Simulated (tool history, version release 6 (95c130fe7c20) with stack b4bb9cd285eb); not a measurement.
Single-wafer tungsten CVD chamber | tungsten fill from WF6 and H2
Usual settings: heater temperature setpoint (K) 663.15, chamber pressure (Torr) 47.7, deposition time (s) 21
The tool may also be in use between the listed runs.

| run | hour | heater temperature setpoint (K) | chamber pressure (Torr) | deposition time (s) | read-back reference wafer on the same gauge, thickness_nm | mean film thickness on the monitor wafer (angstrom) |
|---|---|---|---|---|---|---|
| 1 | 0 | 652.15 | 47.7 | 21 | 55.325 | 468.87 |
| 2 | 104.4 | 652.15 | 47.7 | 21 | 55.327 | 465.51 |
| 3 | 181.1 | 663.15 | 47.7 | 21 | 55.34 | 565.36 |
| 4 | 250.7 | 663.15 | 47.7 | 21 | 55.325 | 570.55 |
| 5 | 306.3 | 663.15 | 47.7 | 21 | 55.298 | 567.59 |
| 6 | 373.5 | 672.15 | 39.5 | 21 | 55.289 | 587.03 |
| 7 | 438.7 | 672.15 | 39.5 | 21 | 55.313 | 590.69 |
| 8 | 510.1 | 672.15 | 39.5 | 21 | 55.302 | 590.7 |
|  | 510.3 | gauge calibrated |
| 9 | 552.8 | 663.15 | 51.8 | 19.7 | 55.316 | 565.46 |
| 10 | 742.5 | 663.15 | 51 | 21 | 55.297 | 600.85 |
| 11 | 829.5 | 663.15 | 51 | 21 | 55.274 | 598.85 |
| 12 | 910.8 | 663.15 | 47.7 | 21 | 55.317 | 579.92 |
|  | 947.4 | capacitance manometer re-zeroed and calibrated |
|  | 986.9 | thermocouple changed; heater temperature recalibrated |
| 13 | 987.4 | 657.15 | 47.7 | 21 | 55.307 | 503.4 |
| 14 | 1026.3 | 663.15 | 47.7 | 21 | 55.275 | 559.34 |
| 15 | 1100.2 | 671.15 | 56.9 | 24.9 | 55.262 | 840.65 |
| 16 | 1139.2 | 663.15 | 47.7 | 21 | 55.331 | 559.67 |
| 17 | 1191.1 | 658.15 | 57.5 | 19.4 | 55.331 | 527.4 |
| 18 | 1252.6 | 676.15 | 47.7 | 21 | 55.318 | 692.77 |
| 19 | 1302.9 | 671.15 | 59.4 | 25 | 55.317 | 862.14 |
| 20 | 1378.5 | 663.15 | 36.9 | 24.7 | 55.293 | 557.56 |
|  | 1392.1 | showerhead replaced |
|  | 1449.9 | gauge calibrated |
| 21 | 1477.5 | 676.15 | 55.7 | 23.6 | 55.328 | 855.13 |
| 22 | 1541.9 | 663.15 | 47.7 | 21 | 55.297 | 563.23 |
| 23 | 1641 | 663.15 | 47.7 | 23.9 | 55.274 | 637.78 |
| 24 | 1724.7 | 656.15 | 54.7 | 21 | 55.291 | 536.55 |
| 25 | 1814.5 | 658.15 | 42.1 | 18.5 | 55.317 | 418.75 |

Forecast each of these 4 alternatives for the next run:
| A | 1814.9 | 663.15 | 47.7 | 18.8 | ? | ? |
| B | 1814.9 | 678.15 | 47.7 | 21 | ? | ? |
| C | 1814.9 | 668.15 | 59 | 23.9 | ? | ? |
| D | 1814.9 | 676.15 | 37.1 | 19.5 | ? | ? |

| run | read-back reference wafer on the same gauge, thickness_nm | mean film thickness on the monitor wafer (angstrom) |
|---|---|---|
| A | 55.294 | 502.12 |
| B | 55.294 | 717.7 |
| C | 55.294 | 785.01 |
| D | 55.294 | 549.27 |
Without the tool's hidden state the same runs would have given:
| run | mean film thickness on the monitor wafer (angstrom) |
|---|---|
| A | 499.96 |
| B | 714.62 |
| C | 781.77 |
| D | 546.83 |
